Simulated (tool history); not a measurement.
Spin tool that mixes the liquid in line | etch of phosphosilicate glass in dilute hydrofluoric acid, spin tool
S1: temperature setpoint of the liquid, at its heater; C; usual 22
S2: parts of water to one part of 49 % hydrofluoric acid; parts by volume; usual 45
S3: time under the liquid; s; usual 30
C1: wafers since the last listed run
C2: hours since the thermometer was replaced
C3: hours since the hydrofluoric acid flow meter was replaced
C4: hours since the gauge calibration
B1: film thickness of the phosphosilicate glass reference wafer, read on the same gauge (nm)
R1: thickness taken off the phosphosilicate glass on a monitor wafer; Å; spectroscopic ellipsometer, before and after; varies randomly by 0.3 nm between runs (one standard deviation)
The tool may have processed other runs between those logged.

run   hour  S1  S2  S3   C1      C2      C3     C4      B1     R1
  1    0.0  22  45  25    0  2740.5  1291.7    5.2  139.98  750.4
  2   52.9  22  45  25  562  2793.4  1344.6   58.1  139.98  748.3
  3   63.5  22  45  25  112  2804.0  1355.2   68.7  140.01  751.4
  4   79.5  22  45  30  170  2820.0  1371.2   84.7  140.03  897.7
  5   85.8  22  45  30   66  2826.3  1377.5   91.0  140.01  901.0
  6   92.5  22  45  30   71  2833.0  1384.2   97.7  140.00  904.3
  7  101.3  22  40  20   93  2841.8  1393.0  106.5  140.01  681.0
  8  116.7  22  40  20  163  2857.2  1408.4  121.9  139.98  681.1
     123.7  -- thermometer replaced
  9  133.8  22  60  30  171    10.1  1425.5  139.0  140.01  665.4

What does the tool deliver on the next run?
     140.9  -- hydrofluoric acid flow meter replaced
 10  151.5  22  45  45  177  27.8  10.6  156.7   ?   ?

Logged for run 10: B1 140.01, R1 1220.9 Å.
Were there no unlogged condition in the tool, this run, its random variation unchanged, would have produced R1 1208.5 Å.
